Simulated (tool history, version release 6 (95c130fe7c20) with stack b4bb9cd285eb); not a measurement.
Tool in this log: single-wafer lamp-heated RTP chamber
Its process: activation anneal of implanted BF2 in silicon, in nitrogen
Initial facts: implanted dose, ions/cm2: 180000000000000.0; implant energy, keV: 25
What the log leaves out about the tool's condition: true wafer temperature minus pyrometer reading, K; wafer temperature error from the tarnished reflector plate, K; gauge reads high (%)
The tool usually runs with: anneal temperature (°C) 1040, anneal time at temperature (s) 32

run   hour  anneal temperature (°C)  anneal time at temperature (s)  wafers since the last listed run  wafers since the last pyrometer calibration  wafers since the reflector plate was cleaned  hours since the gauge calibration  read-back reference wafer on the same gauge, sheet resistance  sheet resistance of the implanted and annealed layer (ohm/square)
  1      0                     1040                              32                                 0                                         1987                                         11994                               79.5                                                          418.9                                                             517.03
       8.7  -- pyrometer window cleaned and pyrometer calibrated
  2   10.3                     1040                              32                                36                                           25                                         12031                               89.8                                                          418.8                                                              520.5
  3   18.9                     1040                              32                               135                                          160                                         12166                               98.4                                                         419.03                                                             520.74
  4   31.4                     1040                              32                               197                                          357                                         12363                              110.9                                                          419.1                                                             520.13
  5   47.8                     1040                              32                               258                                          616                                         12622                              127.3                                                         418.78                                                              520.6
  6   59.4                     1032                              24                               182                                          799                                         12804                              138.9                                                         419.04                                                             523.76
  7   76.5                     1032                              24                               269                                         1068                                         13074                                156                                                         419.01                                                             525.53
  8   89.4                     1032                              24                               203                                         1272                                         13277                              168.9                                                         419.11                                                             524.91
     100.5  -- reflector plate cleaned
  9    107                     1017                              32                               151                                         1423                                           102                              186.5                                                         418.94                                                             522.62
     107.8  -- gauge calibrated
 10  123.6                     1017                              32                               261                                         1684                                           364                               15.8                                                         419.24                                                             524.25
 11  130.6                     1040                              19                               110                                         1795                                           474                               22.8                                                         419.06                                                             524.65
     144.7  -- pyrometer window cleaned and pyrometer calibrated
 12  145.2                     1050                              44                               104                                            7                                           578                               37.4                                                         419.05                                                             512.08
 13  161.1                     1040                              32                               250                                          258                                           829                               53.3                                                         419.04                                                             520.26
 14  206.7                     1031                              48                               718                                          977                                          1548                               98.9                                                         419.01                                                             515.16
 15  216.2                     1058                              44                               149                                         1126                                          1698                              108.4                                                         418.99                                                             509.62
 16  224.4                     1040                              32                               129                                         1256                                          1827                              116.6                                                         418.96                                                             517.76
 17  254.4                     1026                              39                               472                                         1729                                          2300                              146.6                                                         419.35                                                             519.96
 18  268.2                     1019                              21                               217                                         1946                                          2517                              160.4                                                         418.97                                                             524.91
 19  274.8                     1049                              41                               104                                         2050                                          2621                                167                                                         418.62                                                                511
 20  282.7                     1022                              15                               124                                         2175                                          2746                              174.9                                                         418.98                                                             527.13
 21    289                     1040                              32                                99                                         2274                                          2845                              181.2                                                         419.35                                                             517.52
     305.7  -- pyrometer window cleaned and pyrometer calibrated
 22  306.2                     1061                              47                               145                                            7                                          2990                              198.4                                                         418.95                                                              507.9

Alternative continuations, all from the tool just after run 22; predict every row:
  A  306.6                     1049                              32                                 6                                           13                                          2996                              198.8                                                              ?                                                                  ?
  B  306.6                     1069                              32                                 6                                           13                                          2996                              198.8                                                              ?                                                                  ?
  C  306.6                     1020                              22                                 6                                           13                                          2996                              198.8                                                              ?                                                                  ?

run  read-back reference wafer on the same gauge, sheet resistance  sheet resistance of the implanted and annealed layer (ohm/square)
  A                                                         419.23                                                             517.36
  B                                                         419.23                                                             511.88
  C                                                         419.23                                                             525.66
With no hidden state in the tool, these same runs would have given:
run  sheet resistance of the implanted and annealed layer (ohm/square)
  A                                                             517.51
  B                                                             512.09
  C                                                             525.73
